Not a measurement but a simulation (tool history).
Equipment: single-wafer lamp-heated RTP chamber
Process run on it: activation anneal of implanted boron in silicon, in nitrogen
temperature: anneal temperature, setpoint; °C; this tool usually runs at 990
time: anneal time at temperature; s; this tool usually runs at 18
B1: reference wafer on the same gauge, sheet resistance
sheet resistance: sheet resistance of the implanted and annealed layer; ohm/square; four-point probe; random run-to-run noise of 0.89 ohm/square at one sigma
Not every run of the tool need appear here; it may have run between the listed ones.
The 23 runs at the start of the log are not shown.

At hour 1329.8: pyrometer window cleaned and pyrometer calibrated.
Run 24, hour 1367.6: usual settings but temperature 965 °C, time 24 s; B1 559.57. Result: sheet resistance 611.62 ohm/square.
Run 25, hour 1429.1: usual settings; B1 560.74. Result: sheet resistance 597.93 ohm/square.
Run 26, hour 1479.4: usual settings; B1 561.46. Result: sheet resistance 597.43 ohm/square.
Run 27, hour 1520.5: usual settings but temperature 1000 °C, time 22 s; B1 561.22. Result: sheet resistance 595.89 ohm/square.
Run 28, hour 1544.7: usual settings but temperature 973 °C, time 28 s; B1 561.49. Result: sheet resistance 605.18 ohm/square.
Run 29, hour 1605.8: usual settings but temperature 1018 °C, time 13 s; B1 561.72. Result: sheet resistance 595.58 ohm/square.
At hour 1653.3: reflector plate cleaned.
Run 30, hour 1653.8: usual settings; B1 562.15. Result: sheet resistance 600.65 ohm/square.
Run 31, hour 1698.3: usual settings but temperature 976 °C, time 25 s; B1 562.73. Result: sheet resistance 603.68 ohm/square.
Run 32, hour 1752.4: usual settings but temperature 980 °C; B1 563.15. Result: sheet resistance 603.80 ohm/square.
At hour 1763.9: pyrometer window cleaned and pyrometer calibrated.
Run 33, hour 1822.4: usual settings but temperature 1006 °C; B1 562.95. Result: sheet resistance 596.70 ohm/square.
Run 34, hour 1848.5: usual settings but temperature 1008 °C, time 24 s; B1 563.00. Result: sheet resistance 595.27 ohm/square.
Run 35, hour 1905.7: usual settings but temperature 1009 °C; B1 563.26. Result: sheet resistance 596.80 ohm/square.
Run 36, hour 1930.2: usual settings but time 12 s; B1 563.62. Result: sheet resistance 600.56 ohm/square.

Forecast each of these 4 alternatives for the next run:
Run A, hour 1930.6: usual settings; B1 ?. Result: sheet resistance ?.
Run B, hour 1930.6: usual settings but temperature 981 °C, time 15 s; B1 ?. Result: sheet resistance ?.
Run C, hour 1930.6: usual settings but temperature 965 °C, time 25 s; B1 ?. Result: sheet resistance ?.
Run D, hour 1930.6: usual settings but temperature 972 °C, time 8 s; B1 ?. Result: sheet resistance ?.

run      B1  sheet resistance
  A  563.52            600.03
  B  563.52            604.24
  C  563.52            613.74
  D  563.52            614.45
What these runs would have given with no unlogged condition in the tool:
run  sheet resistance
  A            595.35
  B            599.52
  C            608.95
  D            609.66
